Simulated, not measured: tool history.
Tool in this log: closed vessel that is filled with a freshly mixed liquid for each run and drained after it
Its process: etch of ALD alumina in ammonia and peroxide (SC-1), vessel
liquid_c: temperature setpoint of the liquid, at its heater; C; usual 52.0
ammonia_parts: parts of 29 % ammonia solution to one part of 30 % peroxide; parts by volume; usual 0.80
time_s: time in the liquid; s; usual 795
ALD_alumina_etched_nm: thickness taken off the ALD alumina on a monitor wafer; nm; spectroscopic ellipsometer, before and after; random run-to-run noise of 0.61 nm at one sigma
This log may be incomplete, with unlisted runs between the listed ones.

| run | hour | liquid_c | ammonia_parts | time_s | read-back film thickness of the ALD alumina reference wafer, read on the same gauge (nm) | ALD_alumina_etched_nm |
|---|---|---|---|---|---|---|
| 1 | 0.0 | 48.0 | 0.80 | 795 | 70.00 | 42.42 |
| 2 | 68.2 | 48.0 | 0.80 | 795 | 70.01 | 42.99 |
| 3 | 117.5 | 52.0 | 0.80 | 1045 | 70.02 | 68.92 |
| 4 | 162.2 | 52.0 | 0.80 | 1045 | 70.01 | 70.10 |
|  | 181.9 | new drum of ammonia solution connected |
| 5 | 196.1 | 52.0 | 0.80 | 1045 | 69.99 | 69.13 |
| 6 | 231.8 | 52.0 | 0.80 | 545 | 70.00 | 36.38 |
|  | 264.4 | thermometer replaced |
| 7 | 303.6 | 52.0 | 0.80 | 545 | 69.97 | 42.55 |
|  | 353.8 | ammonia flow meter replaced |
| 8 | 368.8 | 52.0 | 0.80 | 545 | 69.97 | 41.15 |
| 9 | 395.7 | 52.0 | 0.80 | 795 | 70.02 | 61.45 |
| 10 | 423.9 | 52.0 | 1.05 | 795 | 70.01 | 62.44 |
| 11 | 457.5 | 52.0 | 0.65 | 570 | 69.98 | 42.50 |
| 12 | 509.5 | 48.5 | 0.65 | 395 | 70.01 | 24.00 |
| 13 | 561.3 | 52.0 | 0.80 | 515 | 70.02 | 38.99 |
|  | 570.4 | gauge calibrated |
|  | 572.8 | new drum of ammonia solution connected |
| 14 | 603.2 | 52.0 | 0.80 | 795 | 70.00 | 59.05 |
| 15 | 638.3 | 52.0 | 0.80 | 615 | 69.98 | 45.97 |
| 16 | 706.7 | 52.0 | 0.80 | 435 | 70.02 | 32.17 |
| 17 | 741.3 | 52.0 | 0.65 | 570 | 70.01 | 41.87 |
| 18 | 808.8 | 52.0 | 0.80 | 795 | 70.02 | 58.74 |

Forecast each of these 3 alternatives for the next run:
| A | 809.7 | 52.0 | 0.80 | 795 | ? | ? |
| B | 809.7 | 52.0 | 0.55 | 485 | ? | ? |
| C | 809.7 | 43.0 | 0.65 | 565 | ? | ? |

| run | read-back film thickness of the ALD alumina reference wafer, read on the same gauge (nm) | ALD_alumina_etched_nm |
|---|---|---|
| A | 70.01 | 58.46 |
| B | 70.01 | 34.41 |
| C | 70.01 | 24.54 |
Without the tool's hidden state the same runs would have given:
| run | ALD_alumina_etched_nm |
|---|---|
| A | 61.12 |
| B | 35.98 |
| C | 25.73 |
